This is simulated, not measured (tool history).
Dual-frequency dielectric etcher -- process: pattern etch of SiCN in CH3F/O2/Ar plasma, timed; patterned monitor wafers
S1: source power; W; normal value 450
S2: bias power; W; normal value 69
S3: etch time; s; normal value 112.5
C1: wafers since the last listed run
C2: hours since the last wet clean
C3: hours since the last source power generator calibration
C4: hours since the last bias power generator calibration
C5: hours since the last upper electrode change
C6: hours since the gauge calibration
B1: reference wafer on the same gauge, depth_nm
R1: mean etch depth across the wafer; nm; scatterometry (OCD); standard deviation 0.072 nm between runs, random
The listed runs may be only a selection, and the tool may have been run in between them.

run     day   S1  S2     S3   C1     C2      C3      C4      C5     C6     B1     R1
  1       0  510  69  112.5    0    451  2463.6  4085.2  2883.7     47  53.23  51.93
  2   0.725  530  69  112.5  199  468.4    2481  4102.6  2901.1   64.4  53.17  52.93
  3    1.15  450  75  112.5  117  478.6  2491.2  4112.8  2911.3   74.6  53.21  50.67
  4   1.567  450  75  112.5  114  488.6  2501.2  4122.8  2921.3   84.6  53.19  50.59
  5   2.946  450  75  112.5  379  521.7  2534.3  4155.9  2954.4  117.7  53.16  50.76
  6    3.65  450  63  127.5  193  538.6  2551.2  4172.8  2971.3  134.6   53.2  53.86
  7    4.05  450  63  127.5  110  548.2  2560.8  4182.4  2980.9  144.2  53.18  54.05
  8   4.412  450  63  127.5   99  556.9  2569.5  4191.1  2989.6  152.9  53.17  53.79
      4.838  -- source power generator calibrated
  9   4.912  370  69  112.5   91  568.9     1.8  4203.1  3001.6  164.9  53.18  44.83
        5.5  -- bias power generator calibrated
 10   5.521  370  69  112.5  121  583.5    16.4     0.5  3016.2  179.5  53.19  44.82
 11    6.05  450  69  112.5  145  596.2    29.1    13.2  3028.9  192.2  53.21  49.26
 12   6.633  450  69  112.5  160  610.2    43.1    27.2  3042.9  206.2  53.21  49.31
 13   6.988  450  69  112.5   97  618.7    51.6    35.7  3051.4  214.7  53.19  49.33
 14   7.325  410  69  112.5   92  626.8    59.7    43.8  3059.5  222.8  53.17  47.37
      8.829  -- wet clean of the chamber
 15   8.912  450  53  112.5  161      2    97.8    81.9  3097.6  260.9  53.22  43.54
      9.971  -- upper electrode replaced
      9.983  -- gauge calibrated
 16   9.992  380  83    127   21   27.9   123.7   107.8     0.5    0.2  53.21  54.14
 17  10.004  350  69  112.5    3   28.2     124   108.1     0.8    0.5  53.22  42.81
 18    10.3  380  69   81.5   81   35.3   131.1   115.2     7.9    7.6  53.19  32.26
 19  10.754  500  74   82.5  125   46.2     142   126.1    18.8   18.5   53.2  38.25
 20  11.375  510  59   86.5  170   61.1   156.9     141    33.7   33.4  53.22  37.07
 21  12.071  450  80    132  191   77.8   173.6   157.7    50.4   50.1  53.23   60.2
 22  12.408  450  69  112.5   92   85.9   181.7   165.8    58.5   58.2  53.22  48.53
 23  13.046  450  62  112.5  175  101.2     197   181.1    73.8   73.5   53.2  46.48
 24  13.621  410  78     88  158    115   210.8   194.9    87.6   87.3  53.23  38.11
 25  14.275  450  85    125  180  130.7   226.5   210.6   103.3    103   53.2  58.55
 26  14.529  510  84  134.5   69  136.8   232.6   216.7   109.4  109.1   53.2  66.54
 27  15.071  450  69   79.5  149  149.8   245.6   229.7   122.4  122.1   53.2  34.19
 28  16.321  450  69  112.5  344  179.8   275.6   259.7   152.4  152.1  53.21  48.54
 29  16.625  450  69  112.5   83  187.1   282.9     267   159.7  159.4  53.21  48.64

Across each entry between runs, compare the hidden state at the last listed run before it with the hidden state at the first listed run after it:
From run 8 to run 9: source power generator calibrated (day 4.838)
  etch rate over this chamber's usual, %: 2.17 -> 2.21
  measured less the result without the state, R1: +1.14 -> +0.97 nm
From run 9 to run 10: bias power generator calibrated (day 5.5)
  etch rate over this chamber's usual, %: 2.21 -> 2.27
  measured less the result without the state, R1: +0.97 -> +0.99 nm
From run 14 to run 15: wet clean of the chamber (day 8.829)
  etch rate over this chamber's usual, %: 2.44 -> 0.115
  measured less the result without the state, R1: +1.13 -> +0.05 nm
From run 15 to run 16: upper electrode replaced (day 9.971); gauge calibrated (day 9.983)
  etch rate over this chamber's usual, %: 0.115 -> 0.214
  measured less the result without the state, R1: +0.05 -> +0.12 nm
